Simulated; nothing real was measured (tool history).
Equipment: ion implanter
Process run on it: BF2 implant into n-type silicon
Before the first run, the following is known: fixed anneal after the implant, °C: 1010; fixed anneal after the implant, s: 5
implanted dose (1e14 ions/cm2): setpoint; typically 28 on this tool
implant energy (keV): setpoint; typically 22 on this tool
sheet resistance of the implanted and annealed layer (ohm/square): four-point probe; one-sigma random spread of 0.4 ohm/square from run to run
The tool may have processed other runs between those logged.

| run | hour | implanted dose (1e14 ions/cm2) | implant energy (keV) | read-back reference wafer on the same gauge, sheet resistance | sheet resistance of the implanted and annealed layer (ohm/square) |
|---|---|---|---|---|---|
| 1 | 0 | 24.27 | 26 | 173.17 | 140.77 |
| 2 | 57.1 | 24.27 | 26 | 172.97 | 140.94 |
| 3 | 140.9 | 24.27 | 26 | 173.08 | 140.38 |
| 4 | 236.8 | 31.95 | 22 | 172.91 | 150.98 |
| 5 | 335.5 | 31.95 | 22 | 172.98 | 150.52 |
| 6 | 391.1 | 28 | 24 | 172.98 | 145.31 |
| 7 | 476.6 | 28 | 24 | 173.01 | 145.38 |
| 8 | 595.5 | 28 | 22 | 172.98 | 152.19 |
| 9 | 677.8 | 28 | 22 | 172.99 | 153.5 |
| 10 | 743.5 | 28 | 22 | 173.03 | 152.55 |
| 11 | 847.1 | 28 | 22 | 173.06 | 152.68 |
| 12 | 946.9 | 28 | 22 | 173.03 | 152.6 |
| 13 | 1022.6 | 28 | 22 | 173.04 | 151.79 |
| 14 | 1074.2 | 28 | 22 | 173.05 | 152.64 |
| 15 | 1141 | 28 | 22 | 172.91 | 152.79 |
| 16 | 1241.2 | 28 | 22 | 172.8 | 153.49 |
| 17 | 1323.5 | 28 | 22 | 172.91 | 153.2 |
| 18 | 1374.6 | 22.69 | 15 | 173.12 | 192.23 |
| 19 | 1434.4 | 35.94 | 29 | 172.9 | 127.21 |
| 20 | 1478.2 | 28 | 19 | 173.02 | 165.61 |
|  | 1503.5 | gauge calibrated |
| 21 | 1708 | 28 | 22 | 172.98 | 152.97 |
| 22 | 1799.9 | 28 | 22 | 172.8 | 153.29 |
|  | 1831 | Faraday cup replaced and dose calibrated |
| 23 | 1852.9 | 24.31 | 22 | 173.03 | 153.94 |
| 24 | 1910.9 | 33.81 | 29 | 173.1 | 128.96 |
| 25 | 1980.7 | 24.27 | 26 | 173 | 140.76 |
| 26 | 2034 | 28 | 28.5 | 172.89 | 132.17 |
| 27 | 2166.9 | 28 | 25.5 | 173.1 | 140.12 |
| 28 | 2246.7 | 34.24 | 22 | 172.92 | 149.57 |

Run 29 comes next. What will it give?
| 29 | 2318.7 | 28 | 26.5 | ? | ? |

{"run 29": {"read-back reference wafer on the same gauge, sheet resistance": 172.9, "sheet resistance of the implanted and annealed layer (ohm/square)": 137.74}}
On a tool with no hidden condition, and with the same random variation, this run would have come out at sheet resistance of the implanted and annealed layer (ohm/square) 137.74.
